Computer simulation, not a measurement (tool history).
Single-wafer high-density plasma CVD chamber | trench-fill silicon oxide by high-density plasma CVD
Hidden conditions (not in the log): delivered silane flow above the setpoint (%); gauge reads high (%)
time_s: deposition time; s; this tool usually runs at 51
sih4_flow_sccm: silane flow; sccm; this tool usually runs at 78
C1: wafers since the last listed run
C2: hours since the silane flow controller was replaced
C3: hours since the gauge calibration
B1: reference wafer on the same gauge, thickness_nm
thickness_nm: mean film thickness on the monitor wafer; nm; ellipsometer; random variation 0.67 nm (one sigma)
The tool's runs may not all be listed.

Run 1, day 0: usual settings; C1 0; C2 2446.4; C3 179.8; B1 504.146. Result: thickness_nm 419.75 nm.
Run 2, day 0.538: usual settings; C1 206; C2 2459.3; C3 192.7; B1 504.068. Result: thickness_nm 418.823 nm.
Run 3, day 1.421: usual settings; C1 339; C2 2480.5; C3 213.9; B1 504.067. Result: thickness_nm 419.742 nm.
Run 4, day 2.683: usual settings; C1 484; C2 2510.8; C3 244.2; B1 503.851. Result: thickness_nm 420.454 nm.
Run 5, day 4.025: usual settings but time_s 48 s; C1 515; C2 2543; C3 276.4; B1 503.95. Result: thickness_nm 395.645 nm.
Run 6, day 4.696: usual settings; C1 257; C2 2559.1; C3 292.5; B1 503.936. Result: thickness_nm 419.527 nm.
Run 7, day 5.308: usual settings; C1 235; C2 2573.8; C3 307.2; B1 504.361. Result: thickness_nm 418.868 nm.
Run 8, day 6.408: usual settings but sih4_flow_sccm 69 sccm; C1 422; C2 2600.2; C3 333.6; B1 504.114. Result: thickness_nm 371.897 nm.
Run 9, day 7.071: usual settings but time_s 60.2 s, sih4_flow_sccm 71 sccm; C1 254; C2 2616.1; C3 349.5; B1 503.863. Result: thickness_nm 451.908 nm.
At day 7.45: gauge calibrated.
Run 10, day 8.404: usual settings but time_s 41.2 s, sih4_flow_sccm 68 sccm; C1 511; C2 2648.1; C3 22.9; B1 503.99. Result: thickness_nm 296.988 nm.
At day 9.196: silane flow controller replaced.
Run 11, day 9.217: usual settings but time_s 48.1 s; C1 183; C2 0.5; C3 42.4; B1 504.243. Result: thickness_nm 423.009 nm.
Run 12, day 9.708: usual settings but time_s 48.1 s; C1 188; C2 12.3; C3 54.2; B1 503.894. Result: thickness_nm 421.462 nm.
Run 13, day 11.071: usual settings but time_s 57.4 s, sih4_flow_sccm 93 sccm; C1 523; C2 45; C3 86.9; B1 504.184. Result: thickness_nm 597.262 nm.
Run 14, day 11.925: usual settings but time_s 43.9 s, sih4_flow_sccm 86 sccm; C1 327; C2 65.5; C3 107.4; B1 503.938. Result: thickness_nm 422.786 nm.

Here are 5 independent what-if runs from the current tool condition. What would each one return?
Run A, day 11.942: usual settings; C1 6; C2 65.9; C3 107.8; B1 ?. Result: thickness_nm ?.
Run B, day 11.942: usual settings but time_s 43.6 s, sih4_flow_sccm 92 sccm; C1 6; C2 65.9; C3 107.8; B1 ?. Result: thickness_nm ?.
Run C, day 11.942: usual settings but time_s 42.1 s, sih4_flow_sccm 89 sccm; C1 6; C2 65.9; C3 107.8; B1 ?. Result: thickness_nm ?.
Run D, day 11.942: usual settings but time_s 44.9 s, sih4_flow_sccm 66 sccm; C1 6; C2 65.9; C3 107.8; B1 ?. Result: thickness_nm ?.
Run E, day 11.942: usual settings but time_s 46.5 s, sih4_flow_sccm 89 sccm; C1 6; C2 65.9; C3 107.8; B1 ?. Result: thickness_nm ?.

run       B1  thickness_nm
  A  503.732       445.761
  B  503.732       447.868
  C  503.732       418.641
  D  503.732       333.493
  E  503.732       462.394
Without the tool's hidden state the same runs would have given:
run  thickness_nm
  A       445.256
  B        447.36
  C       418.166
  D       333.115
  E        461.87
